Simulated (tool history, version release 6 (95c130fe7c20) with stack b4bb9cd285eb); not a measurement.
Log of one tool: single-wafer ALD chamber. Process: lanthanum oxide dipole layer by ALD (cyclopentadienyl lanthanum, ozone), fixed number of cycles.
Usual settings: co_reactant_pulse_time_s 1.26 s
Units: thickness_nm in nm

run	hour	co_reactant_pulse_time_s	read-back reference wafer on the same gauge, thickness_nm	thickness_nm
1	0.0	1.26	0.529	0.472
2	10.4	1.05	0.530	0.430
3	27.9	1.26	0.529	0.470
4	41.0	1.26	0.529	0.470
5	80.5	1.26	0.528	0.467
6	88.7	1.26	0.529	0.473
7	104.4	1.26	0.530	0.468
8	112.4	1.26	0.529	0.466
9	129.9	1.00	0.529	0.418
10	140.4	1.26	0.529	0.467
# hour 162.4: ozone generator serviced
# hour 164.4: showerhead replaced
# hour 165.1: thermocouple changed; heater temperature recalibrated
11	165.6	1.26	0.529	0.550
12	172.2	1.03	0.527	0.513
# hour 186.9: gauge calibrated
13	190.1	1.56	0.529	0.568
14	206.8	1.26	0.528	0.538
15	219.1	0.85	0.529	0.461
16	236.9	1.58	0.529	0.562

4 ways to go on from here, each from the tool as it stands after run 16. What would each give?
A	237.3	1.26	?	?
B	237.3	1.50	?	?
C	237.3	1.62	?	?
D	237.3	0.96	?	?

run	read-back reference wafer on the same gauge, thickness_nm	thickness_nm
A	0.530	0.530
B	0.530	0.554
C	0.530	0.562
D	0.530	0.482
Without the tool's hidden state the same runs would have given:
run	thickness_nm
A	0.546
B	0.565
C	0.572
D	0.504
